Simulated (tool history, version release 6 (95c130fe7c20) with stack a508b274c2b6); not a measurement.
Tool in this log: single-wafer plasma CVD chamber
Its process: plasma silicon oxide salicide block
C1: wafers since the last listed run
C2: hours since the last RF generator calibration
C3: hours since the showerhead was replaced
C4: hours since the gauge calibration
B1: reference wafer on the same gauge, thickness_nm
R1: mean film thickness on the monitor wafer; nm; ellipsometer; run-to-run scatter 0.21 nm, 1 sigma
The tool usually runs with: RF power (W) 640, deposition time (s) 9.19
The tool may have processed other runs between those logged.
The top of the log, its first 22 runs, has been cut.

{"run": 23, "hour": 346.9, "RF power (W)": 590, "deposition time (s)": 9.89, "C1": 572, "C2": 116.2, "C3": 83, "C4": 69.5, "B1": 88.288, "R1": 95.307}
{"run": 24, "hour": 360.8, "RF power (W)": 720, "deposition time (s)": 9.19, "C1": 365, "C2": 130.1, "C3": 96.9, "C4": 83.4, "B1": 88.257, "R1": 95.564}
{"run": 25, "hour": 367.5, "RF power (W)": 705, "deposition time (s)": 7.98, "C1": 175, "C2": 136.8, "C3": 103.6, "C4": 90.1, "B1": 88.306, "R1": 81.808}
{"run": 26, "hour": 380.8, "RF power (W)": 545, "deposition time (s)": 9.19, "C1": 349, "C2": 150.1, "C3": 116.9, "C4": 103.4, "B1": 88.375, "R1": 85.599}
{"run": 27, "hour": 392.6, "RF power (W)": 510, "deposition time (s)": 10.99, "C1": 309, "C2": 161.9, "C3": 128.7, "C4": 115.2, "B1": 88.301, "R1": 100.254}
{"run": 28, "hour": 405.5, "RF power (W)": 640, "deposition time (s)": 10.24, "C1": 338, "C2": 174.8, "C3": 141.6, "C4": 128.1, "B1": 88.352, "R1": 101.376}
{"run": 29, "hour": 422.8, "RF power (W)": 695, "deposition time (s)": 10.81, "C1": 454, "C2": 192.1, "C3": 158.9, "C4": 145.4, "B1": 88.362, "R1": 110.257}
{"run": 30, "hour": 430.9, "RF power (W)": 680, "deposition time (s)": 9.19, "C1": 212, "C2": 200.2, "C3": 167, "C4": 153.5, "B1": 88.308, "R1": 93.203}
{"run": 31, "hour": 482.4, "RF power (W)": 640, "deposition time (s)": 9.19, "C1": 1352, "C2": 251.7, "C3": 218.5, "C4": 205, "B1": 88.333, "R1": 91.089}
{"run": 32, "hour": 489.7, "RF power (W)": 760, "deposition time (s)": 8.58, "C1": 191, "C2": 259, "C3": 225.8, "C4": 212.3, "B1": 88.285, "R1": 90.604}
{"run": 33, "hour": 496.3, "RF power (W)": 680, "deposition time (s)": 8.09, "C1": 173, "C2": 265.6, "C3": 232.4, "C4": 218.9, "B1": 88.271, "R1": 81.667}
{"run": 34, "hour": 513.0, "RF power (W)": 640, "deposition time (s)": 8.56, "C1": 438, "C2": 282.3, "C3": 249.1, "C4": 235.6, "B1": 88.369, "R1": 84.93}

Predict each of these 3 candidate next runs independently; none follows another, all start after run 34:
{"run": "A", "hour": 513.4, "RF power (W)": 640, "deposition time (s)": 9.19, "C1": 10, "C2": 282.7, "C3": 249.5, "C4": 236, "B1": "?", "R1": "?"}
{"run": "B", "hour": 513.4, "RF power (W)": 720, "deposition time (s)": 10.56, "C1": 10, "C2": 282.7, "C3": 249.5, "C4": 236, "B1": "?", "R1": "?"}
{"run": "C", "hour": 513.4, "RF power (W)": 685, "deposition time (s)": 8.05, "C1": 10, "C2": 282.7, "C3": 249.5, "C4": 236, "B1": "?", "R1": "?"}

run=A B1=88.303 R1=90.852
run=B B1=88.303 R1=108.938
run=C B1=88.303 R1=81.572
Had the tool no hidden state, the same runs would have come out as:
run=A R1=91.413
run=B R1=109.611
run=C R1=82.076

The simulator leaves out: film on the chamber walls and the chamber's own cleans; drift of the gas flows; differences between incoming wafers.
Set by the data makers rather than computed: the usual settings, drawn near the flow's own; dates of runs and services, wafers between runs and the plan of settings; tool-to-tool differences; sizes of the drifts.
